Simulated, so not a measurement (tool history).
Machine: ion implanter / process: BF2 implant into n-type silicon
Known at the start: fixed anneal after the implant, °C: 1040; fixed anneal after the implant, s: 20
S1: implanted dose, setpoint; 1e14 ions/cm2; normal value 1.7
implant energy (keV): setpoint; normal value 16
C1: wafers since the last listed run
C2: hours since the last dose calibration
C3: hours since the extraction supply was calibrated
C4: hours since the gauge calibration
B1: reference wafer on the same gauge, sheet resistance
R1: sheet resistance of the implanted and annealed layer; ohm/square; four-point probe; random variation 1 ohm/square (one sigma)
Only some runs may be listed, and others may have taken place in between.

{"run": 1, "hour": 0.0, "S1": 1.46, "implant energy (keV)": 18, "C1": 0, "C2": 2415.2, "C3": 6872, "C4": 272.2, "B1": 778.62, "R1": 782.46}
{"run": 2, "hour": 26.1, "S1": 1.46, "implant energy (keV)": 18, "C1": 563, "C2": 2441.3, "C3": 6898.1, "C4": 298.3, "B1": 778.97, "R1": 783.57}
{"run": 3, "hour": 52.9, "S1": 1.46, "implant energy (keV)": 18, "C1": 578, "C2": 2468.1, "C3": 6924.9, "C4": 325.1, "B1": 778.63, "R1": 785.73}
{"run": 4, "hour": 81.6, "S1": 1.7, "implant energy (keV)": 18, "C1": 619, "C2": 2496.8, "C3": 6953.6, "C4": 353.8, "B1": 779.14, "R1": 689.14}
{"run": 5, "hour": 102.0, "S1": 1.7, "implant energy (keV)": 18, "C1": 440, "C2": 2517.2, "C3": 6974, "C4": 374.2, "B1": 778.93, "R1": 688.74}
{"run": 6, "hour": 116.3, "S1": 1.7, "implant energy (keV)": 16, "C1": 308, "C2": 2531.5, "C3": 6988.3, "C4": 388.5, "B1": 778.62, "R1": 697.96}
{"run": 7, "hour": 139.8, "S1": 1.7, "implant energy (keV)": 16, "C1": 507, "C2": 2555, "C3": 7011.8, "C4": 412, "B1": 779.2, "R1": 698.78}
{"run": 8, "hour": 162.2, "S1": 1.7, "implant energy (keV)": 16, "C1": 483, "C2": 2577.4, "C3": 7034.2, "C4": 434.4, "B1": 779.55, "R1": 697.67}
{"run": 9, "hour": 198.1, "S1": 1.7, "implant energy (keV)": 16, "C1": 774, "C2": 2613.3, "C3": 7070.1, "C4": 470.3, "B1": 779.03, "R1": 699.28}
{"hour": 204.2, "done": "gauge calibrated"}
{"hour": 225.5, "done": "Faraday cup replaced and dose calibrated"}
{"hour": 232.8, "done": "extraction supply calibrated"}
{"run": 10, "hour": 233.3, "S1": 1.7, "implant energy (keV)": 16, "C1": 429, "C2": 7.8, "C3": 0.5, "C4": 29.1, "B1": 778.75, "R1": 671.56}
{"run": 11, "hour": 255.5, "S1": 1.7, "implant energy (keV)": 16, "C1": 479, "C2": 30, "C3": 22.7, "C4": 51.3, "B1": 779.21, "R1": 672.59}
{"run": 12, "hour": 283.2, "S1": 1.54, "implant energy (keV)": 12, "C1": 597, "C2": 57.7, "C3": 50.4, "C4": 79, "B1": 778.2, "R1": 755.71}
{"run": 13, "hour": 311.5, "S1": 1.35, "implant energy (keV)": 21.5, "C1": 610, "C2": 86, "C3": 78.7, "C4": 107.3, "B1": 779.27, "R1": 792.55}
{"run": 14, "hour": 323.7, "S1": 2.05, "implant energy (keV)": 21.5, "C1": 263, "C2": 98.2, "C3": 90.9, "C4": 119.5, "B1": 779.37, "R1": 556.32}
{"run": 15, "hour": 341.4, "S1": 1.93, "implant energy (keV)": 17.5, "C1": 381, "C2": 115.9, "C3": 108.6, "C4": 137.2, "B1": 778.7, "R1": 599.23}
{"run": 16, "hour": 360.0, "S1": 1.35, "implant energy (keV)": 21.5, "C1": 401, "C2": 134.5, "C3": 127.2, "C4": 155.8, "B1": 778.77, "R1": 792.69}
{"run": 17, "hour": 390.4, "S1": 1.37, "implant energy (keV)": 16, "C1": 655, "C2": 164.9, "C3": 157.6, "C4": 186.2, "B1": 778.81, "R1": 810.71}
{"run": 18, "hour": 408.6, "S1": 1.52, "implant energy (keV)": 20.5, "C1": 392, "C2": 183.1, "C3": 175.8, "C4": 204.4, "B1": 779.04, "R1": 721.44}
{"run": 19, "hour": 438.4, "S1": 1.7, "implant energy (keV)": 18.5, "C1": 643, "C2": 212.9, "C3": 205.6, "C4": 234.2, "B1": 778.69, "R1": 665.7}
{"run": 20, "hour": 462.7, "S1": 1.21, "implant energy (keV)": 18.5, "C1": 524, "C2": 237.2, "C3": 229.9, "C4": 258.5, "B1": 778.97, "R1": 891.84}

Take each entry between the runs: how does the hidden state at the last listed run before it differ from the hidden state at the first listed run after it?
In the gap between runs 9 and 10: gauge calibrated (hour 204.2); Faraday cup replaced and dose calibrated (hour 225.5); extraction supply calibrated (hour 232.8)
  deviation of the true dose from the Faraday cup's reading, %: -4.48 -> -0.0359
  the result without the hidden state subtracted from the measured one, R1: +27.04 -> +0.21 ohm/square
